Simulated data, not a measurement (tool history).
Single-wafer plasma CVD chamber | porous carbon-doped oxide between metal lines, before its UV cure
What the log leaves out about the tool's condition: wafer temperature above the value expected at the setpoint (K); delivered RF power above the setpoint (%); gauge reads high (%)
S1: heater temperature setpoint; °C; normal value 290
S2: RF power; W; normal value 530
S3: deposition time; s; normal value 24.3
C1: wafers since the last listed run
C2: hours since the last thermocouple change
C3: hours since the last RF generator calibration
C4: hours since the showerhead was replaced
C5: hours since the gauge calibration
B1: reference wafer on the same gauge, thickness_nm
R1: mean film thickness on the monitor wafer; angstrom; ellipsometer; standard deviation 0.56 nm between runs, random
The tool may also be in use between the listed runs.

run	day	S1	S2	S3	C1	C2	C3	C4	C5	B1	R1
1	0	290	530	24.3	0	1270.2	1045.8	1492.8	1093.1	155.586	1462.28
2	12.975	290	530	24.3	5200	1581.6	1357.2	1804.2	1404.5	156.293	1465.22
3	15.096	290	530	24.3	849	1632.5	1408.1	1855.1	1455.4	156.532	1464.53
4	16.896	290	530	24.3	721	1675.7	1451.3	1898.3	1498.6	156.254	1465.97
5	20.783	290	530	24.3	1558	1769	1544.6	1991.6	1591.9	156.744	1468.99
# day 23.729: RF generator calibrated
6	23.888	290	530	24.3	1110	1843.5	3.8	2066.1	1666.4	156.838	1464.17
7	25.833	286	510	24.3	779	1890.2	50.5	2112.8	1713.1	156.92	1488.49
8	27.925	286	510	24.3	838	1940.4	100.7	2163	1763.3	157.165	1486.59
9	31.642	295	530	24.3	1489	2029.6	189.9	2252.2	1852.5	157.347	1433.06
10	35.35	295	530	24.3	1486	2118.6	278.9	2341.2	1941.5	157.338	1427.12
11	39.492	295	530	24.3	1659	2218	378.3	2440.6	2040.9	157.731	1438.66
12	41.796	290	530	24.3	923	2273.3	433.6	2495.9	2096.2	157.931	1489.01
# day 42.833: thermocouple changed; heater temperature recalibrated
13	45.775	290	530	24.3	1461	70.6	529.1	2591.4	2191.7	157.761	1484.05
14	47.55	290	530	24.3	711	113.2	571.7	2634	2234.3	158.4	1477.96
15	49.35	290	530	24.3	721	156.4	614.9	2677.2	2277.5	158.253	1485.18
16	50.942	278	595	21.2	637	194.6	653.1	2715.4	2315.7	158.478	1472.61
17	55.2	290	590	26	1706	296.8	755.3	2817.6	2417.9	158.539	1666.16
18	59.671	290	530	24.3	1791	404.1	862.6	2924.9	2525.2	159.127	1493.59
# day 60.592: showerhead replaced
19	61.642	298	635	25.7	656	451.4	909.9	25.2	2572.5	158.786	1657.58
20	65.321	290	530	24.3	1474	539.7	998.2	113.5	2660.8	159.084	1487.93
21	68.479	290	530	24.3	1265	615.5	1074	189.3	2736.6	159.119	1502.12
22	70.296	290	530	24.3	728	659.1	1117.6	232.9	2780.2	159.532	1496.67
23	72.196	290	575	24.3	761	704.7	1163.2	278.5	2825.8	159.459	1568.19
# day 74.829: gauge calibrated
24	79.933	276	530	24.3	3101	890.4	1348.9	464.2	122.5	155.482	1589.66
# day 82.388: RF generator calibrated
25	84.467	290	530	24.3	1683	999.2	49.9	573	231.3	155.734	1461.68
26	89.617	277	605	28.1	2064	1122.8	173.5	696.6	354.9	156.227	1948.15
27	98.892	278	530	23	3717	1345.4	396.1	919.2	577.5	156.486	1505.75
28	101.75	290	465	24.3	1145	1414	464.7	987.8	646.1	156.457	1372.54
29	104.746	304	530	21.3	1200	1485.9	536.6	1059.7	718	156.986	1197.93
30	106.562	276	590	28.5	728	1529.5	580.2	1103.3	761.6	156.838	1978.21

What would each run have given without the hidden state, its run-to-run variation left as it was?
run	R1
1	1447.31
2	1443.72
3	1441.97
4	1442.5
5	1443.53
6	1437.26
7	1460.15
8	1457.24
9	1402.96
10	1395.37
11	1404.66
12	1452.68
13	1445.86
14	1439.06
15	1445.2
16	1432.19
17	1618.07
18	1448.27
19	1606.21
20	1440.01
21	1452.19
22	1446.03
23	1514.15
24	1575.01
25	1445.93
26	1923.71
27	1482.1
28	1349.64
29	1176.73
30	1941.99

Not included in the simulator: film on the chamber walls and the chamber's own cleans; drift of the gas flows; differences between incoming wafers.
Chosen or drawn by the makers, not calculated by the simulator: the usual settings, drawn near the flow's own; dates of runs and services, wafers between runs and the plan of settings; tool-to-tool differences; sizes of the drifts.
